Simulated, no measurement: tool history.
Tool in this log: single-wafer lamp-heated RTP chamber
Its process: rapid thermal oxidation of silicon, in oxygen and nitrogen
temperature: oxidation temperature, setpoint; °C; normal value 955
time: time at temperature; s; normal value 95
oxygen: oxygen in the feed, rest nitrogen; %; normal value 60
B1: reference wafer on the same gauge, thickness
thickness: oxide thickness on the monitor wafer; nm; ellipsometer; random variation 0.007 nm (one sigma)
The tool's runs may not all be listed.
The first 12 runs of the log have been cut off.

run 13 hour=935.3 | temperature=955 time=95 oxygen=60 | B1=4.620 | thickness=4.717
run 14 hour=971.8 | temperature=963 time=95 oxygen=60 | B1=4.617 | thickness=5.014
-- hour=987.5 pyrometer window cleaned and pyrometer calibrated
run 15 hour=1098.8 | temperature=963 time=95 oxygen=60 | B1=4.618 | thickness=4.938
run 16 hour=1160.7 | temperature=941 time=78 oxygen=68 | B1=4.621 | thickness=4.079
-- hour=1186.3 gauge calibrated
run 17 hour=1262.8 | temperature=933 time=95 oxygen=60 | B1=4.618 | thickness=4.030
run 18 hour=1328.6 | temperature=955 time=95 oxygen=60 | B1=4.618 | thickness=4.696
run 19 hour=1382.5 | temperature=983 time=71 oxygen=43 | B1=4.619 | thickness=4.576
-- hour=1402.1 pyrometer window cleaned and pyrometer calibrated
run 20 hour=1441.8 | temperature=967 time=77 oxygen=51 | B1=4.622 | thickness=4.442
run 21 hour=1512.9 | temperature=971 time=119 oxygen=30 | B1=4.621 | thickness=4.614
-- hour=1590.4 oxygen flow controller replaced
run 22 hour=1597.0 | temperature=940 time=62 oxygen=60 | B1=4.619 | thickness=3.606
run 23 hour=1697.4 | temperature=934 time=133 oxygen=72 | B1=4.619 | thickness=4.916
run 24 hour=1750.9 | temperature=955 time=95 oxygen=60 | B1=4.621 | thickness=4.700
run 25 hour=1811.3 | temperature=955 time=95 oxygen=79 | B1=4.624 | thickness=5.135
-- hour=1859.6 pyrometer window cleaned and pyrometer calibrated
run 26 hour=1875.3 | temperature=975 time=111 oxygen=35 | B1=4.619 | thickness=4.837
run 27 hour=1963.9 | temperature=966 time=68 oxygen=74 | B1=4.622 | thickness=4.699
run 28 hour=2057.7 | temperature=934 time=133 oxygen=72 | B1=4.619 | thickness=4.881
run 29 hour=2125.0 | temperature=955 time=134 oxygen=60 | B1=4.618 | thickness=5.417
run 30 hour=2181.0 | temperature=970 time=142 oxygen=60 | B1=4.622 | thickness=6.220

Below are 3 alternative next runs, each starting from the tool's condition after run 30. Predict each:
run A hour=2181.5 | temperature=955 time=95 oxygen=30 | B1=? | thickness=?
run B hour=2181.5 | temperature=955 time=141 oxygen=60 | B1=? | thickness=?
run C hour=2181.5 | temperature=955 time=73 oxygen=48 | B1=? | thickness=?

run=A B1=4.619 thickness=3.836
run=B B1=4.619 thickness=5.540
run=C B1=4.619 thickness=3.954
Without the tool's hidden state the same runs would have given:
run=A thickness=3.820
run=B thickness=5.509
run=C thickness=3.935
